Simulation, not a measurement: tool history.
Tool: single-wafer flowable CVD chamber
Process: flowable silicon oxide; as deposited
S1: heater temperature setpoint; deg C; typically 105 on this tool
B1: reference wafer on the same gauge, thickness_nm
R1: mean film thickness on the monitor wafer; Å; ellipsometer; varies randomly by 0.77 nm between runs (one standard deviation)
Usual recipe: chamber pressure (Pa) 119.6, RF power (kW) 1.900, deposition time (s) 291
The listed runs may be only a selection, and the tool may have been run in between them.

{"run": 1, "hour": 0.0, "S1": 105, "chamber pressure (Pa)": 119.6, "RF power (kW)": 1.9, "deposition time (s)": 291, "B1": 169.924, "R1": 1761.26}
{"run": 2, "hour": 34.2, "S1": 105, "chamber pressure (Pa)": 126.5, "RF power (kW)": 1.9, "deposition time (s)": 291, "B1": 170.246, "R1": 1878.62}
{"run": 3, "hour": 55.7, "S1": 105, "chamber pressure (Pa)": 119.6, "RF power (kW)": 1.9, "deposition time (s)": 291, "B1": 169.995, "R1": 1776.58}
{"run": 4, "hour": 72.2, "S1": 105, "chamber pressure (Pa)": 119.6, "RF power (kW)": 1.9, "deposition time (s)": 291, "B1": 170.042, "R1": 1781.87}
{"run": 5, "hour": 89.3, "S1": 105, "chamber pressure (Pa)": 119.6, "RF power (kW)": 1.9, "deposition time (s)": 291, "B1": 169.815, "R1": 1770.86}
{"hour": 107.3, "done": "RF generator calibrated"}
{"run": 6, "hour": 118.2, "S1": 105, "chamber pressure (Pa)": 119.6, "RF power (kW)": 1.9, "deposition time (s)": 291, "B1": 170.017, "R1": 1782.7}
{"run": 7, "hour": 149.2, "S1": 105, "chamber pressure (Pa)": 119.6, "RF power (kW)": 2.14, "deposition time (s)": 291, "B1": 169.947, "R1": 1842.01}
{"run": 8, "hour": 166.3, "S1": 105, "chamber pressure (Pa)": 119.6, "RF power (kW)": 2.14, "deposition time (s)": 291, "B1": 170.287, "R1": 1825.63}
{"run": 9, "hour": 184.1, "S1": 105, "chamber pressure (Pa)": 119.6, "RF power (kW)": 1.9, "deposition time (s)": 245, "B1": 170.081, "R1": 1514.19}
{"run": 10, "hour": 213.5, "S1": 91, "chamber pressure (Pa)": 149.2, "RF power (kW)": 1.9, "deposition time (s)": 262, "B1": 169.857, "R1": 3410.97}
{"run": 11, "hour": 249.3, "S1": 105, "chamber pressure (Pa)": 111.6, "RF power (kW)": 1.9, "deposition time (s)": 291, "B1": 169.931, "R1": 1678.61}
{"run": 12, "hour": 285.1, "S1": 105, "chamber pressure (Pa)": 119.6, "RF power (kW)": 1.9, "deposition time (s)": 276, "B1": 170.132, "R1": 1702.14}
{"run": 13, "hour": 301.9, "S1": 105, "chamber pressure (Pa)": 119.6, "RF power (kW)": 2.055, "deposition time (s)": 291, "B1": 169.959, "R1": 1832.82}
{"hour": 328.7, "done": "capacitance manometer re-zeroed and calibrated"}
{"run": 14, "hour": 333.5, "S1": 112, "chamber pressure (Pa)": 119.6, "RF power (kW)": 1.9, "deposition time (s)": 291, "B1": 170.119, "R1": 1394.03}
{"run": 15, "hour": 362.5, "S1": 97, "chamber pressure (Pa)": 119.6, "RF power (kW)": 1.9, "deposition time (s)": 319, "B1": 170.132, "R1": 2696.38}
{"hour": 405.3, "done": "gauge calibrated"}
{"run": 16, "hour": 464.7, "S1": 105, "chamber pressure (Pa)": 119.6, "RF power (kW)": 1.9, "deposition time (s)": 291, "B1": 169.999, "R1": 1815.72}
{"hour": 502.4, "done": "showerhead replaced, of another model than before"}
{"run": 17, "hour": 502.9, "S1": 105, "chamber pressure (Pa)": 119.6, "RF power (kW)": 1.9, "deposition time (s)": 257, "B1": 170.032, "R1": 1599.29}
{"run": 18, "hour": 514.9, "S1": 105, "chamber pressure (Pa)": 119.6, "RF power (kW)": 2.195, "deposition time (s)": 276, "B1": 169.934, "R1": 1786.3}
{"hour": 543.7, "done": "thermocouple changed; heater temperature recalibrated"}
{"run": 19, "hour": 548.9, "S1": 101, "chamber pressure (Pa)": 143.2, "RF power (kW)": 1.645, "deposition time (s)": 264, "B1": 169.891, "R1": 1869.12}
{"run": 20, "hour": 580.0, "S1": 105, "chamber pressure (Pa)": 119.6, "RF power (kW)": 1.9, "deposition time (s)": 237, "B1": 169.982, "R1": 1366.12}
{"run": 21, "hour": 595.2, "S1": 105, "chamber pressure (Pa)": 119.6, "RF power (kW)": 2.07, "deposition time (s)": 260, "B1": 170.042, "R1": 1531.38}
{"run": 22, "hour": 608.4, "S1": 105, "chamber pressure (Pa)": 119.6, "RF power (kW)": 1.9, "deposition time (s)": 291, "B1": 169.996, "R1": 1692.6}
{"run": 23, "hour": 638.5, "S1": 96, "chamber pressure (Pa)": 148.8, "RF power (kW)": 1.555, "deposition time (s)": 313, "B1": 169.964, "R1": 2670.64}
{"run": 24, "hour": 673.4, "S1": 95, "chamber pressure (Pa)": 147.2, "RF power (kW)": 2.055, "deposition time (s)": 241, "B1": 169.987, "R1": 2406.39}
{"run": 25, "hour": 687.7, "S1": 105, "chamber pressure (Pa)": 119.6, "RF power (kW)": 1.72, "deposition time (s)": 291, "B1": 169.96, "R1": 1605.94}
{"run": 26, "hour": 713.8, "S1": 105, "chamber pressure (Pa)": 119.6, "RF power (kW)": 1.61, "deposition time (s)": 345, "B1": 170.009, "R1": 1857.39}
{"run": 27, "hour": 748.4, "S1": 105, "chamber pressure (Pa)": 126.5, "RF power (kW)": 1.9, "deposition time (s)": 291, "B1": 169.949, "R1": 1746.32}
{"run": 28, "hour": 762.4, "S1": 105, "chamber pressure (Pa)": 106.9, "RF power (kW)": 1.9, "deposition time (s)": 331, "B1": 169.929, "R1": 1787.51}
{"run": 29, "hour": 791.0, "S1": 105, "chamber pressure (Pa)": 119.6, "RF power (kW)": 1.9, "deposition time (s)": 291, "B1": 170.09, "R1": 1688.18}

Predict each of these 3 candidate next runs independently; none follows another, all start after run 29:
{"run": "A", "hour": 791.5, "S1": 105, "chamber pressure (Pa)": 119.6, "RF power (kW)": 1.9, "deposition time (s)": 291, "B1": "?", "R1": "?"}
{"run": "B", "hour": 791.5, "S1": 94, "chamber pressure (Pa)": 119.6, "RF power (kW)": 1.605, "deposition time (s)": 260, "B1": "?", "R1": "?"}
{"run": "C", "hour": 791.5, "S1": 105, "chamber pressure (Pa)": 145.5, "RF power (kW)": 2.135, "deposition time (s)": 291, "B1": "?", "R1": "?"}

run=A B1=169.836 R1=1685.96
run=B B1=169.836 R1=2120.97
run=C B1=169.836 R1=1981.66
With no hidden state in the tool, these same runs would have given:
run=A R1=1683.77
run=B R1=2118.19
run=C R1=1979.09

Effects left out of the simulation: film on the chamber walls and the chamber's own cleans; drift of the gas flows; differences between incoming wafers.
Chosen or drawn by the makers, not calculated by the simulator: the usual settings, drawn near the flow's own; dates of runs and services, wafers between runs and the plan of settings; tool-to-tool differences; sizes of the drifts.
